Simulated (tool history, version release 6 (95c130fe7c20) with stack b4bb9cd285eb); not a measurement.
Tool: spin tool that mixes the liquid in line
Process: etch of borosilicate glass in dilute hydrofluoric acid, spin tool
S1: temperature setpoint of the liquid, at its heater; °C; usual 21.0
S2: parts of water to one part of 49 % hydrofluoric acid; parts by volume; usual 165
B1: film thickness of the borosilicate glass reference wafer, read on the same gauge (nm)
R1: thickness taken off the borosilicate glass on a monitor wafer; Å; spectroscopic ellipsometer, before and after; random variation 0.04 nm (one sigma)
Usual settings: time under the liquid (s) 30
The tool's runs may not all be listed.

Run 1, hour 0.0: usual settings but time under the liquid (s) 25; B1 90.01. Result: R1 40.0 Å.
Run 2, hour 12.3: usual settings but S2 130 parts by volume; B1 90.01. Result: R1 63.8 Å.
Run 3, hour 28.0: usual settings but S2 130 parts by volume; B1 90.01. Result: R1 62.7 Å.
Run 4, hour 36.2: usual settings but S2 130 parts by volume; B1 89.95. Result: R1 62.9 Å.
Run 5, hour 53.1: usual settings; B1 90.02. Result: R1 47.6 Å.
Run 6, hour 63.7: usual settings; B1 90.02. Result: R1 47.5 Å.
Run 7, hour 76.5: usual settings; B1 90.01. Result: R1 47.6 Å.
Run 8, hour 83.3: usual settings; B1 89.99. Result: R1 47.8 Å.
Run 9, hour 97.0: usual settings; B1 89.99. Result: R1 46.8 Å.
Run 10, hour 103.9: usual settings; B1 90.02. Result: R1 47.2 Å.
Run 11, hour 115.3: usual settings; B1 89.98. Result: R1 46.9 Å.
At hour 118.7: thermometer replaced.
Run 12, hour 121.8: usual settings; B1 90.00. Result: R1 47.1 Å.
Run 13, hour 136.0: usual settings; B1 90.04. Result: R1 47.4 Å.
Run 14, hour 147.8: usual settings; B1 90.03. Result: R1 46.7 Å.
At hour 152.1: gauge calibrated.
Run 15, hour 163.6: usual settings; B1 90.01. Result: R1 47.2 Å.
Run 16, hour 172.6: usual settings; B1 90.00. Result: R1 47.0 Å.
Run 17, hour 199.8: usual settings but S1 23.5 °C, time under the liquid (s) 40; B1 90.01. Result: R1 68.8 Å.
Run 18, hour 211.6: usual settings but S1 18.5 °C, S2 200 parts by volume, time under the liquid (s) 50; B1 90.01. Result: R1 56.5 Å.
Run 19, hour 220.6: usual settings; B1 89.98. Result: R1 46.9 Å.
Run 20, hour 237.3: usual settings; B1 90.01. Result: R1 46.1 Å.
Run 21, hour 253.5: usual settings but S1 17.0 °C, S2 110 parts by volume, time under the liquid (s) 20; B1 89.99. Result: R1 42.5 Å.
Run 22, hour 264.8: usual settings but S1 19.0 °C, time under the liquid (s) 15; B1 89.98. Result: R1 21.3 Å.
Run 23, hour 271.8: usual settings but S1 23.5 °C, S2 220 parts by volume; B1 90.02. Result: R1 35.8 Å.
Run 24, hour 289.5: usual settings but S1 18.5 °C, S2 200 parts by volume, time under the liquid (s) 50; B1 90.00. Result: R1 56.1 Å.
At hour 293.2: hydrofluoric acid flow meter replaced.
Run 25, hour 302.8: usual settings but S2 120 parts by volume, time under the liquid (s) 50; B1 90.00. Result: R1 131.7 Å.
Run 26, hour 319.9: usual settings but S2 90 parts by volume; B1 89.98. Result: R1 107.3 Å.
Run 27, hour 335.8: usual settings; B1 90.00. Result: R1 53.6 Å.
Run 28, hour 344.7: usual settings but S1 25.0 °C, S2 120 parts by volume, time under the liquid (s) 40; B1 89.99. Result: R1 120.2 Å.
Run 29, hour 354.3: usual settings but S1 17.0 °C, S2 240 parts by volume; B1 90.01. Result: R1 29.5 Å.
At hour 355.1: gauge calibrated.
Run 30, hour 362.8: usual settings; B1 90.03. Result: R1 54.4 Å.
Run 31, hour 375.5: usual settings but S2 140 parts by volume; B1 90.01. Result: R1 64.9 Å.
Run 32, hour 389.3: usual settings but S1 19.0 °C, S2 125 parts by volume, time under the liquid (s) 40; B1 89.99. Result: R1 89.9 Å.

The same runs without the tool's hidden state, with the same run-to-run variation:
The hidden state here: liquid colder than its thermometer reads (K); hydrofluoric acid flow below the setpoint (%); gauge reads high (%).
run     R1
  1   45.8
  2   73.0
  3   71.9
  4   72.1
  5   54.8
  6   54.8
  7   54.9
  8   55.2
  9   54.2
 10   54.6
 11   54.4
 12   54.7
 13   55.1
 14   54.4
 15   54.9
 16   54.8
 17   80.5
 18   66.2
 19   54.9
 20   54.1
 21   49.5
 22   25.0
 23   42.4
 24   66.3
 25  133.4
 26  108.8
 27   54.5
 28  122.3
 29   30.1
 30   55.4
 31   66.2
 32   91.8

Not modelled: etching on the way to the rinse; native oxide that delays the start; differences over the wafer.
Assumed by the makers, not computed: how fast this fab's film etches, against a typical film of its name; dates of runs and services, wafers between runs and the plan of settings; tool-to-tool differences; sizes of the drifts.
